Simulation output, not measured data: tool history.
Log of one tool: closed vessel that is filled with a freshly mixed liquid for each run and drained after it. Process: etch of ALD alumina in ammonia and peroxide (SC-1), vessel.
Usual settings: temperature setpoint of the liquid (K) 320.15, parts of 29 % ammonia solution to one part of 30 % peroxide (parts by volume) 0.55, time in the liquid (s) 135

| run | hour | temperature setpoint of the liquid (K) | parts of 29 % ammonia solution to one part of 30 % peroxide (parts by volume) | time in the liquid (s) | wafers since the last listed run | hours since the thermometer was replaced | hours since the ammonia flow meter was replaced | hours since the drum of ammonia solution was connected | hours since the gauge calibration | read-back film thickness of the ALD alumina reference wafer, read on the same gauge (nm) | thickness taken off the ALD alumina on a monitor wafer (nm) |
|---|---|---|---|---|---|---|---|---|---|---|---|
| 1 | 0 | 320.15 | 0.55 | 135 | 0 | 1613.4 | 24.5 | 267.2 | 1921.3 | 128.82 | 9.45 |
| 2 | 62.5 | 320.15 | 0.55 | 135 | 4794 | 1675.9 | 87 | 329.7 | 1983.8 | 129.06 | 9.38 |
| 3 | 109.2 | 320.15 | 0.55 | 135 | 3582 | 1722.6 | 133.7 | 376.4 | 2030.5 | 129.33 | 9.58 |
| 4 | 157.2 | 320.15 | 0.55 | 135 | 3682 | 1770.6 | 181.7 | 424.4 | 2078.5 | 129.51 | 9.5 |
| 5 | 211.9 | 320.15 | 0.55 | 135 | 4196 | 1825.3 | 236.4 | 479.1 | 2133.2 | 129.77 | 9.48 |
| 6 | 276.7 | 320.15 | 0.55 | 135 | 4971 | 1890.1 | 301.2 | 543.9 | 2198 | 130.04 | 9.57 |
|  | 298.2 | new drum of ammonia solution connected |
| 7 | 329.5 | 320.15 | 0.55 | 135 | 3973 | 1942.9 | 354 | 31.3 | 2250.8 | 130.27 | 9.6 |
| 8 | 357.9 | 316.15 | 0.55 | 135 | 2178 | 1971.3 | 382.4 | 59.7 | 2279.2 | 130.45 | 7.68 |
| 9 | 409 | 315.15 | 0.55 | 135 | 3920 | 2022.4 | 433.5 | 110.8 | 2330.3 | 130.65 | 7.17 |
| 10 | 434.9 | 313.65 | 0.85 | 115 | 1986 | 2048.3 | 459.4 | 136.7 | 2356.2 | 130.76 | 5.74 |
|  | 480.9 | gauge calibrated |
| 11 | 483.4 | 317.15 | 0.65 | 100 | 3720 | 2096.8 | 507.9 | 185.2 | 2.5 | 120.52 | 5.57 |
| 12 | 536.8 | 320.15 | 0.3 | 205 | 4096 | 2150.2 | 561.3 | 238.6 | 55.9 | 120.74 | 12.68 |
| 13 | 591.6 | 320.15 | 0.55 | 135 | 4204 | 2205 | 616.1 | 293.4 | 110.7 | 121.03 | 8.92 |
| 14 | 619.5 | 320.15 | 0.55 | 135 | 2140 | 2232.9 | 644 | 321.3 | 138.6 | 121.13 | 8.9 |
| 15 | 691.5 | 313.65 | 0.8 | 170 | 5523 | 2304.9 | 716 | 393.3 | 210.6 | 121.45 | 8.04 |
| 16 | 723.2 | 320.15 | 0.55 | 135 | 2431 | 2336.6 | 747.7 | 425 | 242.3 | 121.6 | 8.79 |
| 17 | 751.2 | 320.15 | 0.7 | 195 | 2148 | 2364.6 | 775.7 | 453 | 270.3 | 121.74 | 13.1 |
| 18 | 816.2 | 320.15 | 0.55 | 135 | 4986 | 2429.6 | 840.7 | 518 | 335.3 | 122.02 | 8.92 |
|  | 850.3 | new drum of ammonia solution connected |
| 19 | 856.1 | 320.15 | 0.75 | 135 | 2984 | 2469.5 | 880.6 | 5.8 | 375.2 | 122.22 | 9.3 |
| 20 | 892.3 | 320.15 | 0.55 | 60 | 2777 | 2505.7 | 916.8 | 42 | 411.4 | 122.38 | 3.92 |
| 21 | 924.3 | 329.15 | 0.55 | 110 | 2454 | 2537.7 | 948.8 | 74 | 443.4 | 122.54 | 11.97 |
|  | 932.5 | thermometer replaced |
| 22 | 994 | 324.65 | 0.25 | 185 | 5270 | 61.5 | 1018.5 | 143.7 | 513.1 | 122.79 | 14.64 |
| 23 | 1035.7 | 316.15 | 0.75 | 170 | 3199 | 103.2 | 1060.2 | 185.4 | 554.8 | 123.06 | 9.3 |
| 24 | 1101.7 | 312.65 | 0.35 | 135 | 5063 | 169.2 | 1126.2 | 251.4 | 620.8 | 123.32 | 5.57 |
| 25 | 1161.9 | 320.15 | 0.55 | 135 | 4618 | 229.4 | 1186.4 | 311.6 | 681 | 123.59 | 9.12 |
| 26 | 1194.6 | 320.15 | 0.55 | 195 | 2508 | 262.1 | 1219.1 | 344.3 | 713.7 | 123.74 | 13.07 |
| 27 | 1259.7 | 323.65 | 0.55 | 135 | 4994 | 327.2 | 1284.2 | 409.4 | 778.8 | 124.05 | 11.03 |
|  | 1284.5 | new drum of ammonia solution connected |
| 28 | 1326.5 | 327.15 | 0.55 | 135 | 5048 | 394 | 1351 | 42 | 845.6 | 124.31 | 13.22 |
| 29 | 1385.4 | 320.15 | 0.7 | 95 | 4518 | 452.9 | 1409.9 | 100.9 | 904.5 | 124.62 | 6.62 |
| 30 | 1434.8 | 320.15 | 0.55 | 170 | 3789 | 502.3 | 1459.3 | 150.3 | 953.9 | 124.82 | 11.6 |

Forecast each of these 3 alternatives for the next run:
| A | 1435.5 | 320.15 | 0.55 | 135 | 53 | 503 | 1460 | 151 | 954.6 | ? | ? |
| B | 1435.5 | 328.65 | 0.25 | 135 | 53 | 503 | 1460 | 151 | 954.6 | ? | ? |
| C | 1435.5 | 311.15 | 0.65 | 135 | 53 | 503 | 1460 | 151 | 954.6 | ? | ? |

| run | read-back film thickness of the ALD alumina reference wafer, read on the same gauge (nm) | thickness taken off the ALD alumina on a monitor wafer (nm) |
|---|---|---|
| A | 124.81 | 9.28 |
| B | 124.81 | 13.69 |
| C | 124.81 | 5.6 |
Without the tool's hidden state the same runs would have given:
| run | thickness taken off the ALD alumina on a monitor wafer (nm) |
|---|---|
| A | 8.93 |
| B | 13.17 |
| C | 5.38 |

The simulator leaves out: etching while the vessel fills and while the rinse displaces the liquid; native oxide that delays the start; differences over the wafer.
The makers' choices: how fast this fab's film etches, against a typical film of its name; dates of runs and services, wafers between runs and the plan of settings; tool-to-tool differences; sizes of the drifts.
